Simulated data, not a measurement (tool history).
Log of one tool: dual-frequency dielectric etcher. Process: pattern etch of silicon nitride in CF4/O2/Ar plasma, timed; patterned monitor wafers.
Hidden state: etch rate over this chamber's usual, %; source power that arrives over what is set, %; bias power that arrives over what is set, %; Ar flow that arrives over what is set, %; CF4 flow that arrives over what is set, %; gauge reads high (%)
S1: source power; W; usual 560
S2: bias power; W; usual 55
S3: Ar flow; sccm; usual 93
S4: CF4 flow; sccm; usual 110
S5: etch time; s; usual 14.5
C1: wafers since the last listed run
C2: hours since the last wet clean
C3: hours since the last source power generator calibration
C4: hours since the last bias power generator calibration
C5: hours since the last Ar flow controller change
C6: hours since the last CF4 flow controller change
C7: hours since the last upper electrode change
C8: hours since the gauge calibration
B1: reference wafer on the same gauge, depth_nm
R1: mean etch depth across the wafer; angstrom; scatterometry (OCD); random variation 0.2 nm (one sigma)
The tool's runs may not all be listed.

{"run": 1, "hour": 0.0, "S1": 520, "S2": 55, "S3": 93, "S4": 110, "S5": 14.5, "C1": 0, "C2": 83.1, "C3": 2081.2, "C4": 614.0, "C5": 4014.6, "C6": 1424.9, "C7": 2330.5, "C8": 664.8, "B1": 26.72, "R1": 303.1}
{"run": 2, "hour": 45.5, "S1": 520, "S2": 55, "S3": 93, "S4": 110, "S5": 14.5, "C1": 820, "C2": 128.6, "C3": 2126.7, "C4": 659.5, "C5": 4060.1, "C6": 1470.4, "C7": 2376.0, "C8": 710.3, "B1": 26.72, "R1": 305.3}
{"run": 3, "hour": 102.8, "S1": 560, "S2": 55, "S3": 93, "S4": 110, "S5": 14.5, "C1": 1033, "C2": 185.9, "C3": 2184.0, "C4": 716.8, "C5": 4117.4, "C6": 1527.7, "C7": 2433.3, "C8": 767.6, "B1": 26.7, "R1": 331.1}
{"run": 4, "hour": 189.0, "S1": 560, "S2": 55, "S3": 93, "S4": 110, "S5": 14.5, "C1": 1554, "C2": 272.1, "C3": 2270.2, "C4": 803.0, "C5": 4203.6, "C6": 1613.9, "C7": 2519.5, "C8": 853.8, "B1": 26.68, "R1": 326.9}
{"run": 5, "hour": 260.1, "S1": 560, "S2": 55, "S3": 104, "S4": 110, "S5": 14.5, "C1": 1282, "C2": 343.2, "C3": 2341.3, "C4": 874.1, "C5": 4274.7, "C6": 1685.0, "C7": 2590.6, "C8": 924.9, "B1": 26.71, "R1": 321.8}
{"run": 6, "hour": 323.7, "S1": 560, "S2": 55, "S3": 104, "S4": 110, "S5": 14.5, "C1": 1147, "C2": 406.8, "C3": 2404.9, "C4": 937.7, "C5": 4338.3, "C6": 1748.6, "C7": 2654.2, "C8": 988.5, "B1": 26.7, "R1": 322.0}
{"hour": 364.0, "done": "Ar flow controller replaced"}
{"hour": 398.0, "done": "wet clean of the chamber"}
{"run": 7, "hour": 404.7, "S1": 560, "S2": 55, "S3": 93, "S4": 110, "S5": 14.5, "C1": 919, "C2": 6.7, "C3": 2485.9, "C4": 1018.7, "C5": 40.7, "C6": 1829.6, "C7": 2735.2, "C8": 1069.5, "B1": 26.68, "R1": 325.7}
{"run": 8, "hour": 501.0, "S1": 560, "S2": 55, "S3": 93, "S4": 110, "S5": 14.5, "C1": 1736, "C2": 103.0, "C3": 2582.2, "C4": 1115.0, "C5": 137.0, "C6": 1925.9, "C7": 2831.5, "C8": 1165.8, "B1": 26.71, "R1": 325.1}
{"run": 9, "hour": 548.6, "S1": 560, "S2": 55, "S3": 93, "S4": 110, "S5": 13.0, "C1": 858, "C2": 150.6, "C3": 2629.8, "C4": 1162.6, "C5": 184.6, "C6": 1973.5, "C7": 2879.1, "C8": 1213.4, "B1": 26.7, "R1": 294.3}
{"hour": 589.8, "done": "CF4 flow controller replaced"}
{"run": 10, "hour": 601.6, "S1": 560, "S2": 55, "S3": 93, "S4": 110, "S5": 13.0, "C1": 847, "C2": 203.6, "C3": 2682.8, "C4": 1215.6, "C5": 237.6, "C6": 11.8, "C7": 2932.1, "C8": 1266.4, "B1": 26.68, "R1": 291.1}
{"hour": 664.1, "done": "gauge calibrated"}
{"run": 11, "hour": 677.4, "S1": 560, "S2": 55, "S3": 93, "S4": 110, "S5": 16.0, "C1": 1367, "C2": 279.4, "C3": 2758.6, "C4": 1291.4, "C5": 313.4, "C6": 87.6, "C7": 3007.9, "C8": 13.3, "B1": 26.71, "R1": 358.8}

Forecast run 12:
{"run": 12, "hour": 723.8, "S1": 560, "S2": 55, "S3": 93, "S4": 110, "S5": 14.5, "C1": 836, "C2": 325.8, "C3": 2805.0, "C4": 1337.8, "C5": 359.8, "C6": 134.0, "C7": 3054.3, "C8": 59.7, "B1": "?", "R1": "?"}

Run 12 gave B1 26.74, R1 329.5 angstrom.
Without the tool's hidden state the same run would have given R1 329.5 angstrom.
